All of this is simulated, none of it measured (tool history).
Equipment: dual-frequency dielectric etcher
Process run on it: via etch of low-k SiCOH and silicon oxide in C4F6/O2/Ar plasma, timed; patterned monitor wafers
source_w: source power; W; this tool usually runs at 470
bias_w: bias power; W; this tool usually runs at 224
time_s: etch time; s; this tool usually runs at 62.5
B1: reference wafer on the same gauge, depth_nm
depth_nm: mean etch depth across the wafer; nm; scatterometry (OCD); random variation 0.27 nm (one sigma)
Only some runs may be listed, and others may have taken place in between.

Run 1, day 0.000: usual settings; B1 170.0. Result: depth_nm 184.2 nm.
Run 2, day 0.796: usual settings but bias_w 193 W; B1 170.0. Result: depth_nm 175.0 nm.
Run 3, day 1.375: usual settings; B1 170.0. Result: depth_nm 183.6 nm.
Run 4, day 2.733: usual settings; B1 170.0. Result: depth_nm 184.2 nm.
Run 5, day 3.925: usual settings; B1 170.0. Result: depth_nm 183.8 nm.
Run 6, day 4.550: usual settings but time_s 58.0 s; B1 170.0. Result: depth_nm 171.6 nm.
Run 7, day 5.104: usual settings; B1 170.0. Result: depth_nm 184.6 nm.
Run 8, day 6.429: usual settings; B1 170.0. Result: depth_nm 185.0 nm.
At day 9.704: wet clean of the chamber.
At day 10.283: source power generator calibrated.
Run 9, day 10.529: usual settings; B1 170.0. Result: depth_nm 178.7 nm.
Run 10, day 11.208: usual settings; B1 170.1. Result: depth_nm 178.9 nm.
Run 11, day 12.679: usual settings; B1 170.1. Result: depth_nm 179.2 nm.
At day 14.579: gauge calibrated.
At day 14.942: upper electrode replaced.
Run 12, day 14.962: usual settings; B1 170.0. Result: depth_nm 179.9 nm.
Run 13, day 14.979: usual settings; B1 170.0. Result: depth_nm 180.3 nm.
Run 14, day 15.917: usual settings; B1 170.0. Result: depth_nm 180.4 nm.
Run 15, day 16.958: usual settings but source_w 400 W; B1 170.0. Result: depth_nm 167.7 nm.

Run 16 has not been measured yet. What should we expect?
Run 16, day 17.821: usual settings but source_w 390 W; B1 ?. Result: depth_nm ?.

{"run 16": {"B1": 170.0, "depth_nm": 165.9}}
With no hidden state in the tool, this same run would have given depth_nm 163.5 nm.
